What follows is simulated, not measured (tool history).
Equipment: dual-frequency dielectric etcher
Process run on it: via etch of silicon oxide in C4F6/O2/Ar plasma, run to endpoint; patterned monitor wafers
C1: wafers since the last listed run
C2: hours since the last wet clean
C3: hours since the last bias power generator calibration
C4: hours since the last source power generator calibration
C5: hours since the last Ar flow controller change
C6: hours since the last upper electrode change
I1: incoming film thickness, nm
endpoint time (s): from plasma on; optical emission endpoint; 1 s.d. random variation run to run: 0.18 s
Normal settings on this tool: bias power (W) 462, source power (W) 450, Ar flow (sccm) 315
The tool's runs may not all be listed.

run 1 hour=0 | bias_power_(W)=462 source_power_(W)=450 Ar_flow_(sccm)=278 | C1=0 C2=486.1 C3=3922.4 C4=4112.6 C5=2872.8 C6=4567.4 | I1=110.6 | endpoint_time_(s)=24
run 2 hour=15.6 | bias_power_(W)=462 source_power_(W)=450 Ar_flow_(sccm)=315 | C1=242 C2=501.7 C3=3938 C4=4128.2 C5=2888.4 C6=4583 | I1=111.9 | endpoint_time_(s)=24.9
run 3 hour=30.5 | bias_power_(W)=462 source_power_(W)=450 Ar_flow_(sccm)=315 | C1=231 C2=516.6 C3=3952.9 C4=4143.1 C5=2903.3 C6=4597.9 | I1=111.7 | endpoint_time_(s)=25
run 4 hour=44.5 | bias_power_(W)=462 source_power_(W)=450 Ar_flow_(sccm)=315 | C1=217 C2=530.6 C3=3966.9 C4=4157.1 C5=2917.3 C6=4611.9 | I1=112.5 | endpoint_time_(s)=25.2
run 5 hour=54.3 | bias_power_(W)=406 source_power_(W)=450 Ar_flow_(sccm)=357 | C1=152 C2=540.4 C3=3976.7 C4=4166.9 C5=2927.1 C6=4621.7 | I1=111.7 | endpoint_time_(s)=26.9
run 6 hour=69.6 | bias_power_(W)=462 source_power_(W)=450 Ar_flow_(sccm)=341 | C1=237 C2=555.7 C3=3992 C4=4182.2 C5=2942.4 C6=4637 | I1=111.5 | endpoint_time_(s)=25.3
-- hour=96.7 wet clean of the chamber
run 7 hour=97.2 | bias_power_(W)=462 source_power_(W)=450 Ar_flow_(sccm)=341 | C1=55 C2=0.5 C3=4019.6 C4=4209.8 C5=2970 C6=4664.6 | I1=112.6 | endpoint_time_(s)=25.6
run 8 hour=103.9 | bias_power_(W)=462 source_power_(W)=450 Ar_flow_(sccm)=315 | C1=104 C2=7.2 C3=4026.3 C4=4216.5 C5=2976.7 C6=4671.3 | I1=112.3 | endpoint_time_(s)=25.2
-- hour=118.3 source power generator calibrated
run 9 hour=118.8 | bias_power_(W)=401 source_power_(W)=450 Ar_flow_(sccm)=315 | C1=169 C2=22.1 C3=4041.2 C4=0.5 C5=2991.6 C6=4686.2 | I1=112.7 | endpoint_time_(s)=26.7
-- hour=128.9 bias power generator calibrated
-- hour=165.5 upper electrode replaced
run 10 hour=166 | bias_power_(W)=462 source_power_(W)=450 Ar_flow_(sccm)=315 | C1=298 C2=69.3 C3=37.1 C4=47.7 C5=3038.8 C6=0.5 | I1=111.5 | endpoint_time_(s)=24.8
run 11 hour=166.4 | bias_power_(W)=493 source_power_(W)=400 Ar_flow_(sccm)=274 | C1=6 C2=69.7 C3=37.5 C4=48.1 C5=3039.2 C6=0.9 | I1=111.2 | endpoint_time_(s)=24.6
run 12 hour=169 | bias_power_(W)=462 source_power_(W)=380 Ar_flow_(sccm)=315 | C1=40 C2=72.3 C3=40.1 C4=50.7 C5=3041.8 C6=3.5 | I1=112.6 | endpoint_time_(s)=26.8
-- hour=179.8 Ar flow controller replaced
run 13 hour=186.1 | bias_power_(W)=462 source_power_(W)=450 Ar_flow_(sccm)=315 | C1=172 C2=89.4 C3=57.2 C4=67.8 C5=6.3 C6=20.6 | I1=112.3 | endpoint_time_(s)=25
run 14 hour=201.9 | bias_power_(W)=377 source_power_(W)=410 Ar_flow_(sccm)=359 | C1=245 C2=105.2 C3=73 C4=83.6 C5=22.1 C6=36.4 | I1=110.7 | endpoint_time_(s)=28.7
run 15 hour=212 | bias_power_(W)=462 source_power_(W)=450 Ar_flow_(sccm)=315 | C1=157 C2=115.3 C3=83.1 C4=93.7 C5=32.2 C6=46.5 | I1=112.3 | endpoint_time_(s)=25.1
run 16 hour=223.9 | bias_power_(W)=493 source_power_(W)=450 Ar_flow_(sccm)=315 | C1=185 C2=127.2 C3=95 C4=105.6 C5=44.1 C6=58.4 | I1=112.6 | endpoint_time_(s)=24.4
run 17 hour=240 | bias_power_(W)=510 source_power_(W)=450 Ar_flow_(sccm)=345 | C1=250 C2=143.3 C3=111.1 C4=121.7 C5=60.2 C6=74.5 | I1=113.5 | endpoint_time_(s)=24.7
run 18 hour=255.7 | bias_power_(W)=499 source_power_(W)=490 Ar_flow_(sccm)=353 | C1=244 C2=159 C3=126.8 C4=137.4 C5=75.9 C6=90.2 | I1=111.3 | endpoint_time_(s)=23.4
run 19 hour=272.2 | bias_power_(W)=406 source_power_(W)=500 Ar_flow_(sccm)=342 | C1=256 C2=175.5 C3=143.3 C4=153.9 C5=92.4 C6=106.7 | I1=111.6 | endpoint_time_(s)=25.5
run 20 hour=282.8 | bias_power_(W)=462 source_power_(W)=450 Ar_flow_(sccm)=315 | C1=164 C2=186.1 C3=153.9 C4=164.5 C5=103 C6=117.3 | I1=111.1 | endpoint_time_(s)=24.5
run 21 hour=295 | bias_power_(W)=462 source_power_(W)=450 Ar_flow_(sccm)=315 | C1=189 C2=198.3 C3=166.1 C4=176.7 C5=115.2 C6=129.5 | I1=111.8 | endpoint_time_(s)=25
run 22 hour=312.1 | bias_power_(W)=547 source_power_(W)=450 Ar_flow_(sccm)=315 | C1=265 C2=215.4 C3=183.2 C4=193.8 C5=132.3 C6=146.6 | I1=113.4 | endpoint_time_(s)=23.5
run 23 hour=355.4 | bias_power_(W)=355 source_power_(W)=510 Ar_flow_(sccm)=315 | C1=673 C2=258.7 C3=226.5 C4=237.1 C5=175.6 C6=189.9 | I1=112.1 | endpoint_time_(s)=26.9
run 24 hour=363.2 | bias_power_(W)=462 source_power_(W)=450 Ar_flow_(sccm)=315 | C1=121 C2=266.5 C3=234.3 C4=244.9 C5=183.4 C6=197.7 | I1=112 | endpoint_time_(s)=25.2
run 25 hour=375.3 | bias_power_(W)=492 source_power_(W)=450 Ar_flow_(sccm)=315 | C1=188 C2=278.6 C3=246.4 C4=257 C5=195.5 C6=209.8 | I1=111.9 | endpoint_time_(s)=24.4
run 26 hour=382 | bias_power_(W)=462 source_power_(W)=450 Ar_flow_(sccm)=315 | C1=104 C2=285.3 C3=253.1 C4=263.7 C5=202.2 C6=216.5 | I1=112.1 | endpoint_time_(s)=25
run 27 hour=397.8 | bias_power_(W)=355 source_power_(W)=510 Ar_flow_(sccm)=315 | C1=245 C2=301.1 C3=268.9 C4=279.5 C5=218 C6=232.3 | I1=111.5 | endpoint_time_(s)=26.5
run 28 hour=406.7 | bias_power_(W)=372 source_power_(W)=520 Ar_flow_(sccm)=355 | C1=138 C2=310 C3=277.8 C4=288.4 C5=226.9 C6=241.2 | I1=111.4 | endpoint_time_(s)=26.4

State the hidden condition of the tool at each of the runs:
etch rate over this chamber's usual, %: 0 at every run
bias power that arrives over what is set, %: 0 at every run
source power that arrives over what is set, %: 0 at every run
Ar flow that arrives over what is set, %: 0 at every run
